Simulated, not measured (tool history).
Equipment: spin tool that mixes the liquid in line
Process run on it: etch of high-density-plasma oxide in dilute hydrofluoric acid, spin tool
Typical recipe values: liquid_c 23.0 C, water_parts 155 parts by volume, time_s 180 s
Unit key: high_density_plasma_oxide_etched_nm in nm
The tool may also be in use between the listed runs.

run    hour  liquid_c  water_parts  time_s  read-back film thickness of the high-density-plasma oxide reference wafer, read on the same gauge (nm)  high_density_plasma_oxide_etched_nm
  1     0.0      23.0          215     145                                                                                                   69.98                                 5.51
  2    81.5      23.0          155     180                                                                                                   70.00                                10.22
  3   128.5      23.0          155     180                                                                                                   69.99                                10.20
  4   164.5      23.0          155     180                                                                                                   70.00                                10.14
  5   223.6      23.0          155     180                                                                                                   70.02                                10.21
  6   317.5      23.0          155     180                                                                                                   70.00                                10.22
  7   400.4      23.0          155     180                                                                                                   70.00                                10.20
  8   601.5      21.5          155     180                                                                                                   70.00                                 9.67
      650.5  -- thermometer replaced
  9   659.0      21.5          155     180                                                                                                   70.01                                 9.46
 10   708.8      21.5          155     180                                                                                                   70.00                                 9.42
      710.0  -- hydrofluoric acid flow meter replaced
      750.0  -- gauge calibrated
 11   768.2      26.0          135     180                                                                                                   70.04                                13.22
 12   806.6      21.5          155     180                                                                                                   70.01                                 9.52
 13   902.6      23.0          125     140                                                                                                   70.00                                10.07
 14   964.3      23.0          155     180                                                                                                   70.00                                 9.99
 15  1004.9      26.0          155     180                                                                                                   69.98                                11.22
 16  1072.1      23.0          155     275                                                                                                   69.99                                15.37
 17  1139.8      23.0          155     180                                                                                                   70.01                                10.01
 18  1181.2      25.0          195     180                                                                                                   70.00                                 8.24
 19  1267.3      26.0          225     180                                                                                                   70.02                                 7.23
 20  1356.7      26.5          130     235                                                                                                   70.01                                18.49
 21  1433.7      21.5          155     230                                                                                                   69.98                                12.11
 22  1496.3      26.5          155     270                                                                                                   69.99                                17.30
 23  1603.3      23.0          155     180                                                                                                   70.00                                10.17

Alternative continuations, all from the tool just after run 23; predict every row:
  A  1603.8      23.0          155     180                                                                                                       ?                                    ?
  B  1603.8      19.0          180     270                                                                                                       ?                                    ?
  C  1603.8      27.0          185     105                                                                                                       ?                                    ?
  D  1603.8      21.0          155     285                                                                                                       ?                                    ?
  E  1603.8      27.0           80     180                                                                                                       ?                                    ?

run  read-back film thickness of the high-density-plasma oxide reference wafer, read on the same gauge (nm)  high_density_plasma_oxide_etched_nm
  A                                                                                                   70.02                                10.15
  B                                                                                                   70.02                                10.93
  C                                                                                                   70.02                                 5.56
  D                                                                                                   70.02                                14.87
  E                                                                                                   70.02                                25.18
Had the tool no hidden state, the same runs would have come out as:
run  high_density_plasma_oxide_etched_nm
  A                                10.01
  B                                10.78
  C                                 5.49
  D                                14.67
  E                                24.84
